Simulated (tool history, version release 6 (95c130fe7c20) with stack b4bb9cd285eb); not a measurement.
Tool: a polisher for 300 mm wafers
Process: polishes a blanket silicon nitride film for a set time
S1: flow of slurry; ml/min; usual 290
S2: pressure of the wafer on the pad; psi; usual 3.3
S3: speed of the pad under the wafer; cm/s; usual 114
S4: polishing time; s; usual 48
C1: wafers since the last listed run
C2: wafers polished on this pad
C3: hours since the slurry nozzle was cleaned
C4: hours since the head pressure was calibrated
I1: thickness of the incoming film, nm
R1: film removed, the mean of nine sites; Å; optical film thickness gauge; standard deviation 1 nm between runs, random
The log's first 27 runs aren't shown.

| run | hour | S1 | S2 | S3 | S4 | C1 | C2 | C3 | C4 | I1 | R1 |
|---|---|---|---|---|---|---|---|---|---|---|---|
|  | 1988.5 | slurry nozzle cleaned |
| 28 | 2012.7 | 290 | 2.3 | 114 | 48 | 525 | 2593 | 24.2 | 148.3 | 485.0 | 590 |
| 29 | 2064.4 | 290 | 3.3 | 80 | 48 | 321 | 2914 | 75.9 | 200.0 | 489.4 | 590 |
| 30 | 2127.8 | 290 | 2.2 | 114 | 48 | 393 | 3308 | 139.3 | 263.4 | 485.5 | 566 |
| 31 | 2194.4 | 290 | 4.2 | 126 | 48 | 413 | 3722 | 205.9 | 330.0 | 473.3 | 1021 |
| 32 | 2233.7 | 345 | 3.3 | 92 | 62 | 244 | 3966 | 245.2 | 369.3 | 479.3 | 875 |
| 33 | 2319.2 | 290 | 3.3 | 88 | 43 | 531 | 4498 | 330.7 | 454.8 | 485.1 | 550 |
|  | 2325.5 | worn pad replaced by a new one |
| 34 | 2373.9 | 290 | 2.5 | 80 | 48 | 315 | 300 | 385.4 | 509.5 | 478.0 | 476 |
| 35 | 2460.9 | 200 | 2.7 | 114 | 48 | 540 | 841 | 472.4 | 596.5 | 477.4 | 652 |
| 36 | 2564.8 | 290 | 3.3 | 92 | 48 | 645 | 1486 | 576.3 | 700.4 | 483.3 | 653 |

Consider 5 possible next runs. They are alternatives, not a sequence: every one starts from the tool as it was left by run 36. What does each give?
| A | 2565.2 | 290 | 3.3 | 114 | 48 | 2 | 1489 | 576.7 | 700.8 | 470.1 | ? |
| B | 2565.2 | 290 | 2.2 | 114 | 34 | 2 | 1489 | 576.7 | 700.8 | 470.1 | ? |
| C | 2565.2 | 375 | 4.3 | 114 | 40 | 2 | 1489 | 576.7 | 700.8 | 470.1 | ? |
| D | 2565.2 | 320 | 3.3 | 114 | 61 | 2 | 1489 | 576.7 | 700.8 | 470.1 | ? |
| E | 2565.2 | 225 | 3.3 | 114 | 63 | 2 | 1489 | 576.7 | 700.8 | 470.1 | ? |

| run | R1 |
|---|---|
| A | 782 |
| B | 406 |
| C | 825 |
| D | 1001 |
| E | 1002 |
Stripped of hidden state, with their random variation kept, the same runs would have yielded:
| run | R1 |
|---|---|
| A | 782 |
| B | 406 |
| C | 825 |
| D | 1001 |
| E | 1002 |
